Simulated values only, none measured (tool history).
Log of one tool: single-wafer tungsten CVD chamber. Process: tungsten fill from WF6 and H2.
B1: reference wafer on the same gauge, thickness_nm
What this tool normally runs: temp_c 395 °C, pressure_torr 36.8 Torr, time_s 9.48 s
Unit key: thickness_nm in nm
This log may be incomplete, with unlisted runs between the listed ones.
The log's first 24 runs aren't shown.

Run 25, hour 1576.8: usual settings but temp_c 406 °C, pressure_torr 44.4 Torr; B1 23.797. Result: thickness_nm 35.491 nm.
Run 26, hour 1622.4: usual settings but time_s 8.19 s; B1 23.725. Result: thickness_nm 23.483 nm.
Run 27, hour 1690.9: usual settings but temp_c 408 °C, pressure_torr 43.4 Torr, time_s 10.72 s; B1 23.755. Result: thickness_nm 41.122 nm.
Run 28, hour 1776.0: usual settings but temp_c 403 °C, time_s 11.31 s; B1 23.740. Result: thickness_nm 36.765 nm.
Run 29, hour 1834.0: usual settings but pressure_torr 28.6 Torr, time_s 10.09 s; B1 23.801. Result: thickness_nm 25.006 nm.
Run 30, hour 1879.7: usual settings but temp_c 382 °C, pressure_torr 41.0 Torr, time_s 10.30 s; B1 23.759. Result: thickness_nm 25.407 nm.
Run 31, hour 1934.1: usual settings but temp_c 405 °C, time_s 8.67 s; B1 23.834. Result: thickness_nm 29.185 nm.
Run 32, hour 1989.8: usual settings but temp_c 383 °C, pressure_torr 41.2 Torr, time_s 10.62 s; B1 23.817. Result: thickness_nm 26.934 nm.
Run 33, hour 2030.6: usual settings; B1 23.752. Result: thickness_nm 27.864 nm.

5 options for the next run, each taken on its own from the tool as it stands now. Forecast them:
Run A, hour 2031.0: usual settings but temp_c 383 °C; B1 ?. Result: thickness_nm ?.
Run B, hour 2031.0: usual settings but temp_c 405 °C, pressure_torr 44.6 Torr, time_s 10.07 s; B1 ?. Result: thickness_nm ?.
Run C, hour 2031.0: usual settings but temp_c 408 °C, pressure_torr 28.3 Torr, time_s 8.98 s; B1 ?. Result: thickness_nm ?.
Run D, hour 2031.0: usual settings but temp_c 387 °C, pressure_torr 39.4 Torr, time_s 8.22 s; B1 ?. Result: thickness_nm ?.
Run E, hour 2031.0: usual settings but temp_c 402 °C, pressure_torr 41.7 Torr, time_s 8.22 s; B1 ?. Result: thickness_nm ?.

run      B1  thickness_nm
  A  23.852        22.558
  B  23.852        38.238
  C  23.852        27.608
  D  23.852        21.759
  E  23.852        28.723
What these runs would have given with no unlogged condition in the tool:
run  thickness_nm
  A        21.644
  B        36.788
  C        26.537
  D        20.887
  E        27.627
